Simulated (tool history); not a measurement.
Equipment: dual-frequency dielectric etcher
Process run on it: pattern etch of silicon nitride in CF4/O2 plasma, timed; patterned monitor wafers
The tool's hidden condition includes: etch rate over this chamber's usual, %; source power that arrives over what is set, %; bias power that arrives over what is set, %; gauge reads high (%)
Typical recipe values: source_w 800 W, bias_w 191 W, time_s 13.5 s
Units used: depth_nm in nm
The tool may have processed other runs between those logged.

run	hour	source_w	bias_w	time_s	wafers since the last listed run	hours since the last wet clean	hours since the last source power generator calibration	hours since the last bias power generator calibration	hours since the last upper electrode change	hours since the gauge calibration	read-back reference wafer on the same gauge, depth_nm	depth_nm
1	0	800	191	13.5	0	152.1	1833.7	3254.8	3744.8	669.7	43.41	46.69
2	64.2	800	191	13.5	793	216.3	1897.9	3319	3809	733.9	43.42	46.85
3	111.2	800	191	13.5	581	263.3	1944.9	3366	3856	780.9	43.4	47.16
4	172.5	800	191	13.5	758	324.6	2006.2	3427.3	3917.3	842.2	43.4	47.44
5	223.1	800	158	13.5	625	375.2	2056.8	3477.9	3967.9	892.8	43.4	44.31
# hour 261.5: wet clean of the chamber
6	285.7	800	158	13.5	477	24.2	2119.4	3540.5	4030.5	955.4	43.38	42.92
# hour 300: gauge calibrated
# hour 341.2: bias power generator calibrated
7	360.9	800	158	13.5	880	99.4	2194.6	19.7	4105.7	60.9	43.38	43.36
8	439.9	670	191	13.5	976	178.4	2273.6	98.7	4184.7	139.9	43.4	41.85
9	485	800	211	15.5	557	223.5	2318.7	143.8	4229.8	185	43.41	55.98
# hour 533.8: source power generator calibrated
10	538.1	800	191	13.5	607	276.6	4.3	196.9	4282.9	238.1	43.4	45.25
11	586	980	166	12	592	324.5	52.2	244.8	4330.8	286	43.39	43.97
# hour 649.6: wet clean of the chamber
# hour 653.7: upper electrode replaced
12	654.2	800	228	11.5	495	4.6	120.4	313	0.5	354.2	43.39	40.72
13	750.4	800	191	13.5	1189	100.8	216.6	409.2	96.7	450.4	43.39	44.78
14	829.8	930	170	11	981	180.2	296	488.6	176.1	529.8	43.4	39.01
15	866.3	800	209	16	451	216.7	332.5	525.1	212.6	566.3	43.38	56.22
16	948.4	890	236	13.5	1015	298.8	414.6	607.2	294.7	648.4	43.41	53.39

Predict each of these 4 candidate next runs independently; none follows another, all start after run 16:
A	948.8	700	191	13.5	4	299.2	415	607.6	295.1	648.8	?	?
B	948.8	800	233	15.5	4	299.2	415	607.6	295.1	648.8	?	?
C	948.8	870	191	10.5	4	299.2	415	607.6	295.1	648.8	?	?
D	948.8	900	191	11	4	299.2	415	607.6	295.1	648.8	?	?

run	read-back reference wafer on the same gauge, depth_nm	depth_nm
A	43.4	42.35
B	43.4	57.19
C	43.4	37.88
D	43.4	40.59
The same runs, with their run-to-run variation unchanged, on a tool lacking any hidden condition would have given:
run	depth_nm
A	40.96
B	55.31
C	36.64
D	39.26

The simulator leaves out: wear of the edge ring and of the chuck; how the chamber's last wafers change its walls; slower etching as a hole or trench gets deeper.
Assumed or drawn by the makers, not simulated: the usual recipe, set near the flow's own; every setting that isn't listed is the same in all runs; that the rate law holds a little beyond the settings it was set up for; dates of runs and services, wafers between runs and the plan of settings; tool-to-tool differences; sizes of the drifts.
